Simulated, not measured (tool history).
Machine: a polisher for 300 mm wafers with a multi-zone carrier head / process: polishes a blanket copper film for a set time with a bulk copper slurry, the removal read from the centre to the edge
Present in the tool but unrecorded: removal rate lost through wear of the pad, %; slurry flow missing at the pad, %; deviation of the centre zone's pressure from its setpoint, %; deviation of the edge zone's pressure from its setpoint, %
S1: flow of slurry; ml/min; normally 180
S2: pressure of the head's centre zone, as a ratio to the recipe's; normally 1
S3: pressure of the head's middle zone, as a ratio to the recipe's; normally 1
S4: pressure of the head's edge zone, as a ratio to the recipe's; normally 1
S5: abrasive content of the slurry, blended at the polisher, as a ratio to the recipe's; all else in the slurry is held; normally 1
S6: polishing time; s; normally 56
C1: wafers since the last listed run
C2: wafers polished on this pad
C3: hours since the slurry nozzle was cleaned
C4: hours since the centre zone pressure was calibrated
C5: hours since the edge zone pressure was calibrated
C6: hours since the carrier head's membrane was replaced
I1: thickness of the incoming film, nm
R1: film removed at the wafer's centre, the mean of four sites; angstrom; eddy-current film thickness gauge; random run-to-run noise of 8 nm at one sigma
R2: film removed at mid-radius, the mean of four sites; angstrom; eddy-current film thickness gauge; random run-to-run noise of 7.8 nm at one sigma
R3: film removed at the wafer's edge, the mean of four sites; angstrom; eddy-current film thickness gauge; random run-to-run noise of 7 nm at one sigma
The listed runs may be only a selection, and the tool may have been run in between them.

{"run": 1, "hour": 0.0, "S1": 180, "S2": 1, "S3": 1, "S4": 1, "S5": 1, "S6": 56, "C1": 0, "C2": 263, "C3": 128.4, "C4": 622.4, "C5": 158.3, "C6": 847.3, "I1": 4806.8, "R1": 5540, "R2": 5370, "R3": 5566}
{"run": 2, "hour": 18.9, "S1": 140, "S2": 1, "S3": 1.03, "S4": 1, "S5": 1, "S6": 56, "C1": 224, "C2": 487, "C3": 147.3, "C4": 641.3, "C5": 177.2, "C6": 866.2, "I1": 4689.6, "R1": 4984, "R2": 5346, "R3": 5146}
{"run": 3, "hour": 33.8, "S1": 180, "S2": 1, "S3": 1, "S4": 1, "S5": 1, "S6": 56, "C1": 176, "C2": 664, "C3": 162.2, "C4": 656.2, "C5": 192.1, "C6": 881.1, "I1": 4774.4, "R1": 5443, "R2": 5498, "R3": 5466}
{"run": 4, "hour": 59.3, "S1": 180, "S2": 1, "S3": 1, "S4": 1, "S5": 1, "S6": 56, "C1": 302, "C2": 967, "C3": 187.7, "C4": 681.7, "C5": 217.6, "C6": 906.6, "I1": 4801.8, "R1": 5280, "R2": 5364, "R3": 5414}
{"run": 5, "hour": 79.4, "S1": 180, "S2": 1, "S3": 1, "S4": 1, "S5": 1, "S6": 56, "C1": 238, "C2": 1205, "C3": 207.8, "C4": 701.8, "C5": 237.7, "C6": 926.7, "I1": 4863.9, "R1": 5200, "R2": 5370, "R3": 5302}
{"run": 6, "hour": 95.6, "S1": 180, "S2": 1, "S3": 1, "S4": 0.96, "S5": 1, "S6": 56, "C1": 192, "C2": 1397, "C3": 224, "C4": 718, "C5": 253.9, "C6": 942.9, "I1": 4774.7, "R1": 5193, "R2": 5410, "R3": 5234}
{"hour": 106.5, "done": "worn pad replaced by a new one"}
{"run": 7, "hour": 108.3, "S1": 180, "S2": 1, "S3": 1, "S4": 0.96, "S5": 1, "S6": 56, "C1": 103, "C2": 20, "C3": 236.7, "C4": 730.7, "C5": 266.6, "C6": 955.6, "I1": 4869, "R1": 5147, "R2": 5344, "R3": 5365}
{"run": 8, "hour": 139.9, "S1": 180, "S2": 1, "S3": 1, "S4": 1.06, "S5": 1, "S6": 56, "C1": 375, "C2": 396, "C3": 268.3, "C4": 762.3, "C5": 298.2, "C6": 987.2, "I1": 4695.7, "R1": 5159, "R2": 5339, "R3": 5262}
{"run": 9, "hour": 162.0, "S1": 180, "S2": 1, "S3": 1, "S4": 1.06, "S5": 1, "S6": 56, "C1": 262, "C2": 658, "C3": 290.4, "C4": 784.4, "C5": 320.3, "C6": 1009.3, "I1": 4800.3, "R1": 5061, "R2": 5359, "R3": 5319}
{"run": 10, "hour": 193.0, "S1": 180, "S2": 1, "S3": 1, "S4": 1.06, "S5": 1, "S6": 56, "C1": 368, "C2": 1026, "C3": 321.4, "C4": 815.4, "C5": 351.3, "C6": 1040.3, "I1": 4779.7, "R1": 4915, "R2": 5100, "R3": 5234}
{"run": 11, "hour": 210.2, "S1": 180, "S2": 1, "S3": 1, "S4": 1, "S5": 1, "S6": 56, "C1": 204, "C2": 1230, "C3": 338.6, "C4": 832.6, "C5": 368.5, "C6": 1057.5, "I1": 4769.5, "R1": 4841, "R2": 5096, "R3": 5190}
{"hour": 226.7, "done": "worn pad replaced by a new one"}
{"hour": 228.1, "done": "edge zone pressure recalibrated"}
{"hour": 240.4, "done": "carrier head's membrane replaced by a new one"}
{"run": 12, "hour": 242.7, "S1": 180, "S2": 1, "S3": 1, "S4": 1, "S5": 1, "S6": 56, "C1": 261, "C2": 113, "C3": 371.1, "C4": 865.1, "C5": 14.6, "C6": 2.3, "I1": 4811.7, "R1": 4776, "R2": 4861, "R3": 4942}
{"hour": 251.3, "done": "slurry nozzle cleaned"}
{"run": 13, "hour": 269.5, "S1": 180, "S2": 1, "S3": 1, "S4": 0.96, "S5": 1, "S6": 56, "C1": 306, "C2": 419, "C3": 18.2, "C4": 891.9, "C5": 41.4, "C6": 29.1, "I1": 4792.4, "R1": 5520, "R2": 5584, "R3": 5427}
{"run": 14, "hour": 292.3, "S1": 180, "S2": 1, "S3": 1.04, "S4": 1, "S5": 1, "S6": 63, "C1": 270, "C2": 690, "C3": 41, "C4": 914.7, "C5": 64.2, "C6": 51.9, "I1": 4784.2, "R1": 6029, "R2": 6595, "R3": 6166}
{"hour": 326.2, "done": "worn pad replaced by a new one"}
{"run": 15, "hour": 326.7, "S1": 180, "S2": 1, "S3": 1, "S4": 1, "S5": 1, "S6": 56, "C1": 360, "C2": 6, "C3": 75.4, "C4": 949.1, "C5": 98.6, "C6": 86.3, "I1": 4808.8, "R1": 5371, "R2": 5554, "R3": 5429}
{"run": 16, "hour": 343.3, "S1": 180, "S2": 1, "S3": 1, "S4": 1, "S5": 1, "S6": 56, "C1": 197, "C2": 203, "C3": 92, "C4": 965.7, "C5": 115.2, "C6": 102.9, "I1": 4680.5, "R1": 5250, "R2": 5648, "R3": 5515}
{"hour": 377.2, "done": "centre zone pressure recalibrated"}
{"run": 17, "hour": 377.7, "S1": 180, "S2": 1, "S3": 1, "S4": 0.96, "S5": 0.9, "S6": 56, "C1": 384, "C2": 587, "C3": 126.4, "C4": 0.5, "C5": 149.6, "C6": 137.3, "I1": 4781.4, "R1": 5134, "R2": 5309, "R3": 5181}
{"hour": 433.5, "done": "worn pad replaced by a new one"}
{"run": 18, "hour": 470.9, "S1": 210, "S2": 0.92, "S3": 1, "S4": 1, "S5": 1.2, "S6": 56, "C1": 1058, "C2": 444, "C3": 219.6, "C4": 93.7, "C5": 242.8, "C6": 230.5, "I1": 4823.5, "R1": 5147, "R2": 6093, "R3": 5939}
{"run": 19, "hour": 502.3, "S1": 180, "S2": 0.88, "S3": 1, "S4": 1.05, "S5": 1.25, "S6": 56, "C1": 372, "C2": 817, "C3": 251, "C4": 125.1, "C5": 274.2, "C6": 261.9, "I1": 4773.4, "R1": 4878, "R2": 5797, "R3": 5749}
{"run": 20, "hour": 530.1, "S1": 180, "S2": 1.05, "S3": 0.9, "S4": 1, "S5": 1, "S6": 56, "C1": 330, "C2": 1147, "C3": 278.8, "C4": 152.9, "C5": 302, "C6": 289.7, "I1": 4812.5, "R1": 5243, "R2": 4910, "R3": 5241}
{"hour": 538.9, "done": "worn pad replaced by a new one"}
{"run": 21, "hour": 564.6, "S1": 155, "S2": 1, "S3": 0.96, "S4": 1.04, "S5": 1.25, "S6": 56, "C1": 362, "C2": 305, "C3": 313.3, "C4": 187.4, "C5": 336.5, "C6": 324.2, "I1": 4687.9, "R1": 5073, "R2": 5176, "R3": 5505}
{"run": 22, "hour": 578.2, "S1": 180, "S2": 1.06, "S3": 1, "S4": 1, "S5": 0.85, "S6": 44, "C1": 161, "C2": 466, "C3": 326.9, "C4": 201, "C5": 350.1, "C6": 337.8, "I1": 4744.4, "R1": 3751, "R2": 3750, "R3": 3842}

3 ways to go on from here, each from the tool as it stands after run 22. What would each give?
{"run": "A", "hour": 578.6, "S1": 180, "S2": 0.97, "S3": 1, "S4": 1, "S5": 1, "S6": 56, "C1": 4, "C2": 471, "C3": 327.3, "C4": 201.4, "C5": 350.5, "C6": 338.2, "I1": 4803.8, "R1": "?", "R2": "?", "R3": "?"}
{"run": "B", "hour": 578.6, "S1": 180, "S2": 1.08, "S3": 1, "S4": 1, "S5": 1.3, "S6": 56, "C1": 4, "C2": 471, "C3": 327.3, "C4": 201.4, "C5": 350.5, "C6": 338.2, "I1": 4803.8, "R1": "?", "R2": "?", "R3": "?"}
{"run": "C", "hour": 578.6, "S1": 180, "S2": 1.12, "S3": 1.06, "S4": 1.07, "S5": 1, "S6": 56, "C1": 4, "C2": 471, "C3": 327.3, "C4": 201.4, "C5": 350.5, "C6": 338.2, "I1": 4803.8, "R1": "?", "R2": "?", "R3": "?"}

run=A R1=4637 R2=5020 R3=5221
run=B R1=5636 R2=5472 R3=5695
run=C R1=5363 R2=5270 R3=5347
Without the tool's unlogged condition, the same runs would have read:
run=A R1=5156 R2=5511 R3=5579
run=B R1=6267 R2=6007 R3=6086
run=C R1=5962 R2=5785 R3=5713
